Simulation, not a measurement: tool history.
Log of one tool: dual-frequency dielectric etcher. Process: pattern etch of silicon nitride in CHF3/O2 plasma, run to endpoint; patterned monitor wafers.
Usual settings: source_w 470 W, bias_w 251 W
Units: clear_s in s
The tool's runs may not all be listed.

run   hour  source_w  bias_w  wafers since the last listed run  hours since the last wet clean  hours since the last source power generator calibration  hours since the last bias power generator calibration  hours since the last upper electrode change  incoming incoming film thickness, nm  clear_s
  1    0.0       470     251                                 0                           313.0                                                   4177.0                                                 2345.5                                       4409.9                                  87.7     53.9
  2   16.1       470     251                               171                           329.1                                                   4193.1                                                 2361.6                                       4426.0                                  89.2     55.2
  3   22.9       470     251                                72                           335.9                                                   4199.9                                                 2368.4                                       4432.8                                  87.9     54.5
  4   40.1       470     251                               182                           353.1                                                   4217.1                                                 2385.6                                       4450.0                                  87.5     54.4
      68.4  -- upper electrode replaced
      86.3  -- wet clean of the chamber
  5   86.8       470     251                                50                             0.5                                                   4263.8                                                 2432.3                                         18.4                                  89.2     49.5
  6   87.2       470     251                                 4                             0.9                                                   4264.2                                                 2432.7                                         18.8                                  87.9     49.0
  7   87.5       470     251                                 3                             1.2                                                   4264.5                                                 2433.0                                         19.1                                  89.2     49.1
  8   87.8       470     251                                 3                             1.5                                                   4264.8                                                 2433.3                                         19.4                                  88.3     49.0
     109.0  -- bias power generator calibrated
     115.9  -- wet clean of the chamber, repeated, since the last time left the tool worse
  9  116.4       470     251                               187                             0.5                                                   4293.4                                                    7.4                                         48.0                                  88.2     52.2
 10  116.7       390     227                                 3                             0.8                                                   4293.7                                                    7.7                                         48.3                                  87.5     58.3
 11  126.5       440     295                               104                            10.6                                                   4303.5                                                   17.5                                         58.1                                  88.0     48.9
 12  143.7       520     200                               182                            27.8                                                   4320.7                                                   34.7                                         75.3                                  88.5     57.2
 13  160.1       470     251                               174                            44.2                                                   4337.1                                                   51.1                                         91.7                                  88.2     52.2
     171.7  -- source power generator calibrated
 14  176.5       550     219                               131                            60.6                                                      4.8                                                   67.5                                        108.1                                  88.7     53.9
 15  191.9       470     251                               163                            76.0                                                     20.2                                                   82.9                                        123.5                                  88.2     52.8
 16  208.2       400     301                               173                            92.3                                                     36.5                                                   99.2                                        139.8                                  89.6     51.6
 17  214.4       360     288                                65                            98.5                                                     42.7                                                  105.4                                        146.0                                  88.6     54.3
 18  227.5       470     304                               139                           111.6                                                     55.8                                                  118.5                                        159.1                                  88.7     48.8

3 ways to go on from here, each from the tool as it stands after run 18. What would each give?
  A  227.9       470     251                                 4                           112.0                                                     56.2                                                  118.9                                        159.5                                  89.0        ?
  B  227.9       360     189                                 4                           112.0                                                     56.2                                                  118.9                                        159.5                                  89.0        ?
  C  227.9       470     291                                 4                           112.0                                                     56.2                                                  118.9                                        159.5                                  89.0        ?

run  clear_s
  A     53.8
  B     66.9
  C     50.2
Without the tool's hidden state the same runs would have given:
run  clear_s
  A     53.3
  B     66.3
  C     49.7
